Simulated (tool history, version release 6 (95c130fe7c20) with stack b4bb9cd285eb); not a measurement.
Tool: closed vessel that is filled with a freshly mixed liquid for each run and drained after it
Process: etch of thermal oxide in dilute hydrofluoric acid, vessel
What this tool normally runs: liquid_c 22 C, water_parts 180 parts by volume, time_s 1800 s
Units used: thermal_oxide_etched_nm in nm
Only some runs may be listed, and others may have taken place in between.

run	day	liquid_c	water_parts	time_s	read-back film thickness of the thermal oxide reference wafer, read on the same gauge (nm)	thermal_oxide_etched_nm
1	0	22	230	1340	60.01	19.42
2	2.762	22	230	1340	60	19.52
3	3.417	22	230	1340	60	19.29
4	4.454	22	180	1800	60.01	34.93
5	5.312	22	180	1800	59.98	35.11
6	5.871	22	180	1800	59.98	34.67
7	7.2	22	180	1800	60	35.39
8	7.717	22	180	1800	59.99	34.96
# day 8.517: gauge calibrated
9	8.696	22	180	1800	59.99	35.27
10	9.892	22	180	1800	60	34.62
11	10.996	22	180	1800	60	34.78
12	12.596	22	180	1800	59.99	34.72
13	14.017	22	180	1800	59.99	34.81
14	14.917	19	225	1180	59.99	15.59
# day 15.662: hydrofluoric acid flow meter replaced
15	15.825	22	180	1240	60.02	24.05
16	17.288	22	180	1800	60.02	34.72
17	18.375	20.5	250	855	60	10.51
18	19.054	22	180	1800	59.99	34.72
# day 19.312: thermometer replaced
19	19.579	27	180	1200	60	28.07
20	21.104	24.5	180	1800	60.01	38.32
21	21.925	22	180	1800	60	35
22	22.771	22	180	1800	60	35.16
23	23.896	22	180	1330	60.01	25.78
24	24.617	22	240	1800	60.01	24.55

Here are 3 independent what-if runs from the current tool condition. What would each one return?
A	24.662	22	120	1800	?	?
B	24.662	19	130	1800	?	?
C	24.662	22	145	1800	?	?

run	read-back film thickness of the thermal oxide reference wafer, read on the same gauge (nm)	thermal_oxide_etched_nm
A	60.02	56.55
B	60.02	45.77
C	60.02	45.51
Stripped of hidden state, with their random variation kept, the same runs would have yielded:
run	thermal_oxide_etched_nm
A	56.55
B	45.77
C	45.51
